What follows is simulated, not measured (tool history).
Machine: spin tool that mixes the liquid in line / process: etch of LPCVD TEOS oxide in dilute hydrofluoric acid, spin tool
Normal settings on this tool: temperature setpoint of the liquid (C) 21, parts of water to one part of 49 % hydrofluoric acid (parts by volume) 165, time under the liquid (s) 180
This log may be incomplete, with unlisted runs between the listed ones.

| run | hour | temperature setpoint of the liquid (C) | parts of water to one part of 49 % hydrofluoric acid (parts by volume) | time under the liquid (s) | read-back film thickness of the LPCVD TEOS oxide reference wafer, read on the same gauge (nm) | thickness taken off the LPCVD TEOS oxide on a monitor wafer (nm) |
|---|---|---|---|---|---|---|
| 1 | 0 | 24 | 165 | 180 | 89.99 | 14.97 |
| 2 | 25.6 | 24 | 165 | 180 | 90.02 | 14.81 |
| 3 | 64.7 | 24 | 165 | 180 | 90 | 14.69 |
| 4 | 118.1 | 19 | 165 | 135 | 89.99 | 8.89 |
| 5 | 164.6 | 19 | 165 | 135 | 90.03 | 9.05 |
| 6 | 209.1 | 19 | 165 | 135 | 90 | 8.93 |
| 7 | 275.9 | 21 | 220 | 120 | 90 | 6.01 |
| 8 | 342 | 21 | 220 | 120 | 89.99 | 5.94 |
|  | 368.1 | gauge calibrated |
| 9 | 408 | 21 | 105 | 180 | 90 | 21.41 |
| 10 | 479.4 | 21 | 105 | 180 | 90 | 20.92 |
|  | 539.8 | hydrofluoric acid flow meter replaced |
| 11 | 542 | 21 | 210 | 120 | 90 | 7.31 |
| 12 | 597.1 | 18 | 165 | 180 | 90 | 12.77 |
| 13 | 623.5 | 17.5 | 115 | 275 | 89.99 | 28.48 |
|  | 646.4 | thermometer replaced |
| 14 | 678.8 | 25.5 | 165 | 275 | 90.01 | 28.53 |
| 15 | 708.2 | 24 | 190 | 180 | 89.99 | 14.87 |
| 16 | 739.4 | 25.5 | 165 | 275 | 89.99 | 28.06 |
| 17 | 792.9 | 19.5 | 90 | 235 | 90 | 37.42 |
| 18 | 830.2 | 21 | 220 | 120 | 89.99 | 7.26 |
| 19 | 863.8 | 25 | 165 | 180 | 90 | 17.88 |
| 20 | 901 | 23 | 130 | 290 | 90.02 | 35.26 |

What would each run have given without the hidden state, its run-to-run variation left as it was?
Unlogged tool condition in this case: liquid colder than its thermometer reads (K); hydrofluoric acid flow below the setpoint (%); gauge reads high (%).
| run | thickness taken off the LPCVD TEOS oxide on a monitor wafer (nm) |
|---|---|
| 1 | 18.19 |
| 2 | 18.06 |
| 3 | 18 |
| 4 | 10.99 |
| 5 | 11.24 |
| 6 | 11.16 |
| 7 | 7.59 |
| 8 | 7.56 |
| 9 | 27.33 |
| 10 | 26.94 |
| 11 | 8.11 |
| 12 | 14.32 |
| 13 | 32.12 |
| 14 | 29.25 |
| 15 | 15.3 |
| 16 | 28.97 |
| 17 | 38.82 |
| 18 | 7.58 |
| 19 | 18.73 |
| 20 | 37.08 |
